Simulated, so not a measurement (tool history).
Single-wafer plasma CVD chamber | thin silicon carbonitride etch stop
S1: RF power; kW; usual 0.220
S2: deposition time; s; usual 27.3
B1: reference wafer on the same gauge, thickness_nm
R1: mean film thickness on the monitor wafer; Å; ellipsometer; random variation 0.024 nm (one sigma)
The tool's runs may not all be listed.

run 1 hour=0.0 | S1=0.220 S2=25.7 | B1=16.394 | R1=133.52
run 2 hour=37.8 | S1=0.220 S2=25.7 | B1=16.398 | R1=134.00
run 3 hour=85.3 | S1=0.220 S2=27.3 | B1=16.400 | R1=142.00
run 4 hour=146.0 | S1=0.220 S2=27.3 | B1=16.408 | R1=141.32
run 5 hour=202.8 | S1=0.210 S2=24.6 | B1=16.387 | R1=125.82
run 6 hour=250.6 | S1=0.210 S2=24.6 | B1=16.391 | R1=125.47
-- hour=315.7 RF generator calibrated
run 7 hour=316.2 | S1=0.220 S2=27.3 | B1=16.404 | R1=145.05
-- hour=340.2 thermocouple changed; heater temperature recalibrated
run 8 hour=342.7 | S1=0.245 S2=25.8 | B1=16.406 | R1=140.97
run 9 hour=375.6 | S1=0.250 S2=24.9 | B1=16.418 | R1=137.18
run 10 hour=412.3 | S1=0.210 S2=24.6 | B1=16.386 | R1=129.01
-- hour=428.7 showerhead replaced
run 11 hour=468.9 | S1=0.195 S2=27.3 | B1=16.392 | R1=140.19
-- hour=484.8 gauge calibrated
run 12 hour=533.5 | S1=0.205 S2=31.0 | B1=16.410 | R1=161.15
run 13 hour=578.6 | S1=0.190 S2=28.7 | B1=16.407 | R1=145.88
run 14 hour=646.1 | S1=0.220 S2=27.3 | B1=16.402 | R1=144.06
run 15 hour=802.4 | S1=0.190 S2=25.0 | B1=16.389 | R1=126.81

Forecast each of these 5 alternatives for the next run:
run A hour=802.8 | S1=0.220 S2=27.3 | B1=? | R1=?
run B hour=802.8 | S1=0.205 S2=29.5 | B1=? | R1=?
run C hour=802.8 | S1=0.250 S2=22.3 | B1=? | R1=?
run D hour=802.8 | S1=0.200 S2=22.4 | B1=? | R1=?
run E hour=802.8 | S1=0.240 S2=24.8 | B1=? | R1=?

run=A B1=16.395 R1=143.91
run=B B1=16.395 R1=152.50
run=C B1=16.395 R1=121.82
run=D B1=16.395 R1=115.01
run=E B1=16.395 R1=133.94
Without the tool's hidden state the same runs would have given:
run=A R1=145.09
run=B R1=153.75
run=C R1=122.82
run=D R1=115.95
run=E R1=135.04
